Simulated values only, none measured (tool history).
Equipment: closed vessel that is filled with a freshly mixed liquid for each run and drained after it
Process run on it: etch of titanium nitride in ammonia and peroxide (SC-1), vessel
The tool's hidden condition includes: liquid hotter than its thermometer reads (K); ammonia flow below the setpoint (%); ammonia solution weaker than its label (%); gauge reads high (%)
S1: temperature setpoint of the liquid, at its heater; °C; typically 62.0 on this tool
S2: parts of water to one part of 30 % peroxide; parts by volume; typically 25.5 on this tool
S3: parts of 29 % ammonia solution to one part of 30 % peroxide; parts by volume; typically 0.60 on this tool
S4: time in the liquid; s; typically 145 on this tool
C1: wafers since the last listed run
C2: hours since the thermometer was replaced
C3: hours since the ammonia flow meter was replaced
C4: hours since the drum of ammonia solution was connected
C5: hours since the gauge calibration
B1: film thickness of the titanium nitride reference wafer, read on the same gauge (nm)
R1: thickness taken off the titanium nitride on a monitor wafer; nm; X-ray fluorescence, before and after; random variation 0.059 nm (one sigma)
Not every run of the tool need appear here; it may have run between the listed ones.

Run 1, day 0.000: usual settings; C1 0; C2 2214.8; C3 1275.1; C4 709.8; C5 398.0; B1 69.98. Result: R1 9.31 nm.
Run 2, day 1.079: usual settings; C1 3284; C2 2240.7; C3 1301.0; C4 735.7; C5 423.9; B1 70.00. Result: R1 9.37 nm.
Run 3, day 2.379: usual settings but S2 17.5 parts by volume; C1 3956; C2 2271.9; C3 1332.2; C4 766.9; C5 455.1; B1 70.00. Result: R1 11.35 nm.
Run 4, day 6.842: usual settings; C1 13579; C2 2379.0; C3 1439.3; C4 874.0; C5 562.2; B1 69.98. Result: R1 9.30 nm.
At day 7.717: gauge calibrated.
Run 5, day 8.983: usual settings; C1 6517; C2 2430.4; C3 1490.7; C4 925.4; C5 30.4; B1 69.99. Result: R1 9.23 nm.
Run 6, day 11.942: usual settings but S1 69.0 °C; C1 9002; C2 2501.4; C3 1561.7; C4 996.4; C5 101.4; B1 69.99. Result: R1 14.55 nm.
Run 7, day 14.075: usual settings but S1 64.0 °C; C1 6492; C2 2552.6; C3 1612.9; C4 1047.6; C5 152.6; B1 70.01. Result: R1 10.63 nm.
At day 14.158: ammonia flow meter replaced.
Run 8, day 16.483: usual settings but S1 64.0 °C; C1 7202; C2 2610.4; C3 55.8; C4 1105.4; C5 210.4; B1 70.03. Result: R1 10.63 nm.
Run 9, day 17.858: usual settings but S4 165 s; C1 4184; C2 2643.4; C3 88.8; C4 1138.4; C5 243.4; B1 69.99. Result: R1 10.46 nm.
At day 18.696: thermometer replaced.
Run 10, day 19.583: usual settings but S1 68.5 °C; C1 5122; C2 21.3; C3 130.2; C4 1179.8; C5 284.8; B1 69.95. Result: R1 14.08 nm.
At day 20.354: new drum of ammonia solution connected.
Run 11, day 21.250: usual settings but S2 16.5 parts by volume, S4 175 s; C1 4945; C2 61.3; C3 170.2; C4 21.5; C5 324.8; B1 70.01. Result: R1 14.18 nm.
Run 12, day 23.979: usual settings but S1 70.0 °C, S4 185 s; C1 8305; C2 126.8; C3 235.7; C4 87.0; C5 390.3; B1 69.98. Result: R1 19.54 nm.
Run 13, day 26.412: usual settings but S1 57.0 °C, S4 225 s; C1 7404; C2 185.2; C3 294.1; C4 145.4; C5 448.7; B1 69.94. Result: R1 10.26 nm.
At day 28.129: gauge calibrated.
Run 14, day 29.371: usual settings; C1 9002; C2 256.2; C3 365.1; C4 216.4; C5 29.8; B1 69.98. Result: R1 9.20 nm.
Run 15, day 31.221: usual settings; C1 5629; C2 300.6; C3 409.5; C4 260.8; C5 74.2; B1 69.96. Result: R1 9.34 nm.
Run 16, day 33.292: usual settings but S4 165 s; C1 6301; C2 350.3; C3 459.2; C4 310.5; C5 123.9; B1 70.00. Result: R1 10.63 nm.
Run 17, day 35.112: usual settings but S1 68.0 °C, S2 20.5 parts by volume, S3 0.85 parts by volume; C1 5541; C2 394.0; C3 502.9; C4 354.2; C5 167.6; B1 69.95. Result: R1 16.50 nm.
Run 18, day 37.642: usual settings but S3 0.40 parts by volume; C1 7696; C2 454.7; C3 563.6; C4 414.9; C5 228.3; B1 70.02. Result: R1 8.68 nm.
Run 19, day 38.912: usual settings but S1 54.0 °C; C1 3867; C2 485.2; C3 594.1; C4 445.4; C5 258.8; B1 69.98. Result: R1 5.45 nm.

Entry by entry between the runs, the difference in hidden state between the last listed run before and the first listed run after:
Run 4 -> run 5: gauge calibrated (day 7.717)
  the hidden state is the same at both runs
Run 7 -> run 8: ammonia flow meter replaced (day 14.158)
  the hidden state is the same at both runs
Run 9 -> run 10: thermometer replaced (day 18.696)
  the hidden state is the same at both runs
Run 10 -> run 11: new drum of ammonia solution connected (day 20.354)
  the hidden state is the same at both runs
Run 13 -> run 14: gauge calibrated (day 28.129)
  the hidden state is the same at both runs

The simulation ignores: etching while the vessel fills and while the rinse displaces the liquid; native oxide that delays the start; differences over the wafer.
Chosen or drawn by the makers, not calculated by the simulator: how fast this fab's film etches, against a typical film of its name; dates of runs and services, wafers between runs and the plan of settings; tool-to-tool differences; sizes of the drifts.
